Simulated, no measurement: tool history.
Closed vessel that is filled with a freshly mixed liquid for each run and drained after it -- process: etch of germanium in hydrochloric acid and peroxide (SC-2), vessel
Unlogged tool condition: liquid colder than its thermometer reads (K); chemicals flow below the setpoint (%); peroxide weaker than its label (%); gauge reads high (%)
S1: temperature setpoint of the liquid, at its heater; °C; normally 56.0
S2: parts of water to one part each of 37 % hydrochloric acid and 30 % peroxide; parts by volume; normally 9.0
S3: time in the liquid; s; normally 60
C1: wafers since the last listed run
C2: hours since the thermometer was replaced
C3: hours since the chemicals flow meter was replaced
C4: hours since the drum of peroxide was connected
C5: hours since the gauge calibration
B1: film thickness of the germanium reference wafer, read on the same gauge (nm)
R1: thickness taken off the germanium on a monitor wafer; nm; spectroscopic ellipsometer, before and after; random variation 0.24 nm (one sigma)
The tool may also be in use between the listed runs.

run    hour    S1    S2  S3     C1     C2      C3      C4     C5     B1      R1
  1     0.0  56.0   9.0  60      0  327.0   195.6   432.4  278.1  49.98   94.43
  2    63.2  50.0   9.0  60   7450  390.2   258.8   495.6  341.3  50.03   78.75
  3    95.5  62.0   9.0  60   3807  422.5   291.1   527.9  373.6  50.02  112.62
  4   142.3  62.0   9.0  60   5517  469.3   337.9   574.7  420.4  50.00  112.50
  5   201.3  62.0   9.0  60   6955  528.3   396.9   633.7  479.4  50.01  111.81
  6   238.2  56.0   9.0  60   4349  565.2   433.8   670.6  516.3  49.99   93.81
  7   273.9  56.0   9.0  60   4208  600.9   469.5   706.3  552.0  50.00   93.67
  8   298.0  56.0   9.0  70   2841  625.0   493.6   730.4  576.1  50.02  109.05
  9   366.0  56.0   9.0  70   8016  693.0   561.6   798.4  644.1  49.97  108.50
 10   451.6  56.0   9.0  60  10091  778.6   647.2   884.0  729.7  50.02   92.98
      463.8  -- thermometer replaced
 11   484.5  56.0   9.0  60   3760   20.7   680.1   916.9  762.6  50.03   94.43
 12   527.1  56.0   9.0  60   5021   63.3   722.7   959.5  805.2  49.98   94.17
 13   580.4  56.0   9.0  60   6283  116.6   776.0  1012.8  858.5  50.00   93.88
 14   616.2  56.0   9.0  60   4220  152.4   811.8  1048.6  894.3  50.03   93.70
      699.1  -- gauge calibrated
      743.7  -- new drum of peroxide connected
 15   800.1  56.0   9.0  60  21561  336.3   995.7    56.4  101.0  50.02   92.93
 16   858.3  56.0   9.0  60   6860  394.5  1053.9   114.6  159.2  49.98   92.44
 17   924.5  62.0  11.0  40   7804  460.7  1120.1   180.8  225.4  49.98   71.73
 18   976.8  56.0   9.0  60   6165  513.0  1172.4   233.1  277.7  50.05   91.95
     1026.4  -- chemicals flow meter replaced
 19  1043.6  56.0   6.5  60   7756  579.8    17.2   299.9  344.5  50.01   94.78
 20  1081.8  56.0   5.0  60   4503  618.0    55.4   338.1  382.7  49.96   95.46
     1121.8  -- thermometer replaced
 21  1122.2  64.0  13.0  75   4644    0.4    95.8   378.5  423.1  49.99  144.84
 22  1153.0  48.5   9.0  35   3630   31.2   126.6   409.3  453.9  50.01   44.26
 23  1180.7  62.0  12.0  35   3265   58.9   154.3   437.0  481.6  50.04   64.57
 24  1224.8  49.0  10.5  45   5198  103.0   198.4   481.1  525.7  49.99   57.05
 25  1289.1  62.0  10.5  40   7580  167.3   262.7   545.4  590.0  49.99   74.65
 26  1321.2  50.5  12.5  60   3784  199.4   294.8   577.5  622.1  49.97   77.81
 27  1385.0  56.0   9.0  60   7521  263.2   358.6   641.3  685.9  50.03   94.68

3 options for the next run, each taken on its own from the tool as it stands now. Forecast them:
  A  1385.7  56.0   9.0  60  82  263.9  359.3  642.0  686.6   ?   ?
  B  1385.7  56.0  13.5  50  82  263.9  359.3  642.0  686.6   ?   ?
  C  1385.7  56.0   9.0  80  82  263.9  359.3  642.0  686.6   ?   ?

run     B1      R1
  A  50.00   94.48
  B  50.00   74.92
  C  50.00  125.97
Without the tool's hidden state the same runs would have given:
run      R1
  A   96.21
  B   76.47
  C  128.28

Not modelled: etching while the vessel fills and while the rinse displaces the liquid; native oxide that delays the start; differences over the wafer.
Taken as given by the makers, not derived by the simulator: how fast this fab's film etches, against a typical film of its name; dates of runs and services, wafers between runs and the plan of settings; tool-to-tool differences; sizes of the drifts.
